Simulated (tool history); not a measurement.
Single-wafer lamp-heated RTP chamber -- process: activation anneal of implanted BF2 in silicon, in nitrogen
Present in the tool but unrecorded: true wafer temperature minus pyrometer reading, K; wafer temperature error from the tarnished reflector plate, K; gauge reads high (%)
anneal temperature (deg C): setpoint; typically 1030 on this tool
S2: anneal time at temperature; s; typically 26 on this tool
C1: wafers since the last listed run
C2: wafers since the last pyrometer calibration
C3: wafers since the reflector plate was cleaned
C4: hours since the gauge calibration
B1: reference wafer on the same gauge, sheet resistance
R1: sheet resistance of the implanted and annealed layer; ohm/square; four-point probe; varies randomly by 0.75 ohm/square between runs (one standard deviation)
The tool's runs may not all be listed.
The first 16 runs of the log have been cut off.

run 17 hour=234 | anneal_temperature_(deg_C)=1058 S2=30 | C1=169 C2=4106 C3=859 C4=423.4 | B1=155.11 | R1=115.69
-- hour=265.4 pyrometer window cleaned and pyrometer calibrated
run 18 hour=271.1 | anneal_temperature_(deg_C)=1052 S2=39 | C1=428 C2=84 C3=1288 C4=460.5 | B1=155.14 | R1=117.03
run 19 hour=279.3 | anneal_temperature_(deg_C)=1030 S2=26 | C1=120 C2=205 C3=1409 C4=468.7 | B1=155.25 | R1=135.19
run 20 hour=291.5 | anneal_temperature_(deg_C)=1049 S2=21 | C1=179 C2=384 C3=1589 C4=480.9 | B1=155.14 | R1=127.37
run 21 hour=307.3 | anneal_temperature_(deg_C)=1030 S2=26 | C1=232 C2=617 C3=1821 C4=496.7 | B1=155.06 | R1=133.1
run 22 hour=318.3 | anneal_temperature_(deg_C)=1030 S2=26 | C1=162 C2=779 C3=1983 C4=507.7 | B1=154.87 | R1=134.75
run 23 hour=328.9 | anneal_temperature_(deg_C)=1030 S2=26 | C1=156 C2=935 C3=2140 C4=518.3 | B1=154.98 | R1=133.56
run 24 hour=342.8 | anneal_temperature_(deg_C)=1030 S2=37 | C1=204 C2=1140 C3=2344 C4=532.2 | B1=155.12 | R1=128.37
run 25 hour=358.3 | anneal_temperature_(deg_C)=1007 S2=10 | C1=228 C2=1369 C3=2573 C4=547.7 | B1=154.98 | R1=167.26
-- hour=373.8 gauge calibrated
run 26 hour=374.3 | anneal_temperature_(deg_C)=1030 S2=18 | C1=235 C2=1604 C3=2809 C4=0.5 | B1=154.97 | R1=137.96
run 27 hour=381 | anneal_temperature_(deg_C)=1049 S2=33 | C1=98 C2=1703 C3=2907 C4=7.2 | B1=155.06 | R1=119.24
run 28 hour=426.1 | anneal_temperature_(deg_C)=1009 S2=32 | C1=664 C2=2368 C3=3572 C4=52.3 | B1=155.01 | R1=143.08

Predict the results of run 29:
run 29 hour=438.1 | anneal_temperature_(deg_C)=1007 S2=10 | C1=176 C2=2544 C3=3749 C4=64.3 | B1=? | R1=?

{"run 29": {"B1": 154.96, "R1": 165.76}}
The same run, on a tool lacking any hidden state, would have yielded R1 171.27 ohm/square.

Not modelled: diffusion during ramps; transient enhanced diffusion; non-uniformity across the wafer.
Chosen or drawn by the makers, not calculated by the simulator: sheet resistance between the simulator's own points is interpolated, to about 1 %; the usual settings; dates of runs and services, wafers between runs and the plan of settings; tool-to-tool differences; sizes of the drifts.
